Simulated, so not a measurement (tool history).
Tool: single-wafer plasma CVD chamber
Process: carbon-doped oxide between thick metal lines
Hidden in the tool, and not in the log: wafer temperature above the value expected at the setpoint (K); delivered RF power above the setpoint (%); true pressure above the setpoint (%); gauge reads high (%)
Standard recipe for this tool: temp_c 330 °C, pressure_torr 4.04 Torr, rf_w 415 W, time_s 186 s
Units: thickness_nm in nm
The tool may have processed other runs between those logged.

run   hour  temp_c  pressure_torr  rf_w  time_s  wafers since the last listed run  hours since the last thermocouple change  hours since the last RF generator calibration  hours since the last manometer calibration  hours since the showerhead was replaced  hours since the gauge calibration  read-back reference wafer on the same gauge, thickness_nm  thickness_nm
  1      0     330           4.04   415     186                                 0                                    1771.1                                          832.4                                      2081.9                                   4756.5                               94.5                                                    676.701       741.055
  2    7.6     330           4.04   415     186                                61                                    1778.7                                            840                                      2089.5                                   4764.1                              102.1                                                    676.566       745.272
  3   20.4     330           4.04   415     186                               103                                    1791.5                                          852.8                                      2102.3                                   4776.9                              114.9                                                    675.179       747.022
  4   29.6     330           4.04   415     186                                74                                    1800.7                                            862                                      2111.5                                   4786.1                              124.1                                                    676.678        744.44
  5   47.5     330           4.04   415     186                               144                                    1818.6                                          879.9                                      2129.4                                     4804                                142                                                    674.637       743.044
  6   56.7     330           4.04   415     186                                74                                    1827.8                                          889.1                                      2138.6                                   4813.2                              151.2                                                    676.014       735.414
  7   97.5     330           4.04   415     186                               329                                    1868.6                                          929.9                                      2179.4                                     4854                                192                                                    676.748       735.663
  8  108.4     330           4.04   415     186                                88                                    1879.5                                          940.8                                      2190.3                                   4864.9                              202.9                                                    675.048       743.987
     118.5  -- thermocouple changed; heater temperature recalibrated
  9    119     330           4.04   415     186                                20                                       0.5                                          951.4                                      2200.9                                   4875.5                              213.5                                                    675.378       736.886
     124.4  -- gauge calibrated
 10  160.1     330           4.04   415     208                               331                                      41.6                                          992.5                                        2242                                   4916.6                               35.7                                                    676.838       824.677
 11  178.1     330           4.04   415     208                               145                                      59.6                                         1010.5                                        2260                                   4934.6                               53.7                                                    676.472       822.768
 12  184.6     330           4.04   415     186                                52                                      66.1                                           1017                                      2266.5                                   4941.1                               60.2                                                    676.254       733.109
 13  197.1     330           4.04   415     186                               100                                      78.6                                         1029.5                                        2279                                   4953.6                               72.7                                                    676.683       736.676
     206.1  -- capacitance manometer re-zeroed and calibrated
     208.5  -- RF generator calibrated
 14  211.3     317           4.48   475     186                                30                                      92.8                                            2.8                                         5.2                                   4967.8                               86.9                                                    676.523       837.684
 15  222.4     330           4.04   415     186                                89                                     103.9                                           13.9                                        16.3                                   4978.9                                 98                                                     675.78       712.075
 16  235.8     330           4.04   415     186                               108                                     117.3                                           27.3                                        29.7                                   4992.3                              111.4                                                    675.407       723.591
     250.9  -- showerhead replaced
 17  251.4     342           4.62   375     155                                61                                     132.9                                           42.9                                        45.3                                      0.5                                127                                                    677.421       540.043
 18  264.6     330           4.72   415     186                               106                                     146.1                                           56.1                                        58.5                                     13.7                              140.2                                                     675.66       725.413

Predict the results of run 19:
 19  271.3     330           3.76   355     186                                54                                     152.8                                           62.8                                        65.2                                     20.4                              146.9                                                          ?             ?

{"run 19": {"read-back reference wafer on the same gauge, thickness_nm": 675.348, "thickness_nm": 630.84}}
The same run, on a tool lacking any hidden state, would have yielded thickness_nm 686.665 nm.
